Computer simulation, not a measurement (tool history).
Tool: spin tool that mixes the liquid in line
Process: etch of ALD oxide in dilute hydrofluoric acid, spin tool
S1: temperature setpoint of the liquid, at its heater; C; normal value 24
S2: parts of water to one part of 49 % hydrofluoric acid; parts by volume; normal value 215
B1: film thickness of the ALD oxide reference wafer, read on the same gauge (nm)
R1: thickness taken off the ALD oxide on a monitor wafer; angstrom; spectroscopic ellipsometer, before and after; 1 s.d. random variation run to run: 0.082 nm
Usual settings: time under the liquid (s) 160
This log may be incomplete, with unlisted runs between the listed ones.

run 1 day=0 | S1=24 S2=215 time_under_the_liquid_(s)=160 | B1=30 | R1=135.2
run 2 day=2.692 | S1=24 S2=215 time_under_the_liquid_(s)=160 | B1=30.02 | R1=135.4
run 3 day=5.504 | S1=25 S2=215 time_under_the_liquid_(s)=160 | B1=30 | R1=139.8
run 4 day=8.412 | S1=25 S2=215 time_under_the_liquid_(s)=160 | B1=30.01 | R1=141.9
run 5 day=11.108 | S1=24 S2=215 time_under_the_liquid_(s)=160 | B1=30.02 | R1=138
run 6 day=13.008 | S1=24 S2=215 time_under_the_liquid_(s)=160 | B1=30 | R1=141
-- day=13.554 gauge calibrated
run 7 day=15.771 | S1=22 S2=215 time_under_the_liquid_(s)=160 | B1=30 | R1=130.7
run 8 day=17.329 | S1=24 S2=215 time_under_the_liquid_(s)=160 | B1=30 | R1=140.6
run 9 day=20.312 | S1=24 S2=215 time_under_the_liquid_(s)=160 | B1=30.01 | R1=142
run 10 day=23.275 | S1=24 S2=285 time_under_the_liquid_(s)=160 | B1=30.01 | R1=99.8
run 11 day=25.617 | S1=22.5 S2=300 time_under_the_liquid_(s)=205 | B1=30.02 | R1=115.5
-- day=26.196 thermometer replaced
-- day=26.675 hydrofluoric acid flow meter replaced
run 12 day=27.979 | S1=24 S2=215 time_under_the_liquid_(s)=160 | B1=30.01 | R1=118.2
run 13 day=29.271 | S1=28.5 S2=305 time_under_the_liquid_(s)=210 | B1=29.99 | R1=115.6

The next listed run, before its measurement:
run 14 day=31.429 | S1=24 S2=215 time_under_the_liquid_(s)=160 | B1=? | R1=?

B1: 30.01
R1: 118.6 angstrom
Without the tool's hidden state the same run would have given R1 115.1 angstrom.
